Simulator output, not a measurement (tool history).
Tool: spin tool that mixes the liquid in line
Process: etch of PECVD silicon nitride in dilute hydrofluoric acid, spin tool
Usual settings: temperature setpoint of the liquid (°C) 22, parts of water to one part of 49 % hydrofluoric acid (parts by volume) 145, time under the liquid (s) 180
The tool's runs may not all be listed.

run   hour  temperature setpoint of the liquid (°C)  parts of water to one part of 49 % hydrofluoric acid (parts by volume)  time under the liquid (s)  read-back film thickness of the PECVD silicon nitride reference wafer, read on the same gauge (nm)  thickness taken off the PECVD silicon nitride on a monitor wafer (Å)
  1      0                                       22                                                                     145                        180                                                                                               40.01                                                                 19.26
  2   24.6                                       22                                                                     145                        180                                                                                              40.016                                                                 19.17
  3   39.4                                       22                                                                     145                        180                                                                                               40.06                                                                 19.71
  4     52                                       22                                                                     145                        180                                                                                              39.949                                                                 19.31
  5   68.9                                       22                                                                     145                        180                                                                                              39.972                                                                 19.49
  6   93.6                                       22                                                                     145                        180                                                                                              39.962                                                                 19.98
  7    128                                       22                                                                     145                        180                                                                                              40.006                                                                 20.35
  8  160.7                                       23                                                                     145                        180                                                                                              39.982                                                                 20.74
  9  177.9                                       23                                                                     145                        180                                                                                              40.012                                                                 20.42
 10  206.5                                       23                                                                     145                        180                                                                                               40.03                                                                 21.44
 11  270.7                                       22                                                                     180                        180                                                                                              40.005                                                                 15.89
 12  282.7                                       22                                                                     180                        180                                                                                              39.978                                                                 15.94
 13  295.3                                       22                                                                     180                        180                                                                                              39.965                                                                 16.05
 14  326.9                                     24.5                                                                     170                        120                                                                                              39.954                                                                 13.17
     334.2  -- hydrofluoric acid flow meter replaced
 15  356.8                                       18                                                                     115                         75                                                                                              40.011                                                                  7.59
     363.8  -- gauge calibrated
 16  379.4                                     24.5                                                                     170                        120                                                                                              40.004                                                                 12.98
 17  408.2                                       22                                                                     145                         85                                                                                              39.979                                                                  9.28
 18  435.7                                       22                                                                     200                        180                                                                                              39.955                                                                 14.35
 19  448.7                                       22                                                                     145                        180                                                                                              39.989                                                                 19.43
 20  466.8                                     19.5                                                                      90                        180                                                                                              39.982                                                                 26.48
     485.4  -- thermometer replaced
 21  487.9                                     26.5                                                                     145                        180                                                                                              40.018                                                                 26.11
 22  503.5                                       22                                                                     125                        130                                                                                              40.013                                                                 16.75
 23    520                                     18.5                                                                     145                        180                                                                                              40.019                                                                  15.6
 24  543.7                                       22                                                                     115                        275                                                                                               40.01                                                                 37.23
 25  575.9                                       22                                                                     145                        180                                                                                              40.038                                                                 19.93

The next listed run, before its measurement:
 26  607.3                                       25                                                                     185                        130                                                                                                   ?                                                                     ?

read-back film thickness of the PECVD silicon nitride reference wafer, read on the same gauge (nm): 40.026
thickness taken off the PECVD silicon nitride on a monitor wafer (Å): 13.57
Without the tool's hidden state the same run would have given thickness taken off the PECVD silicon nitride on a monitor wafer (Å) 13.57.
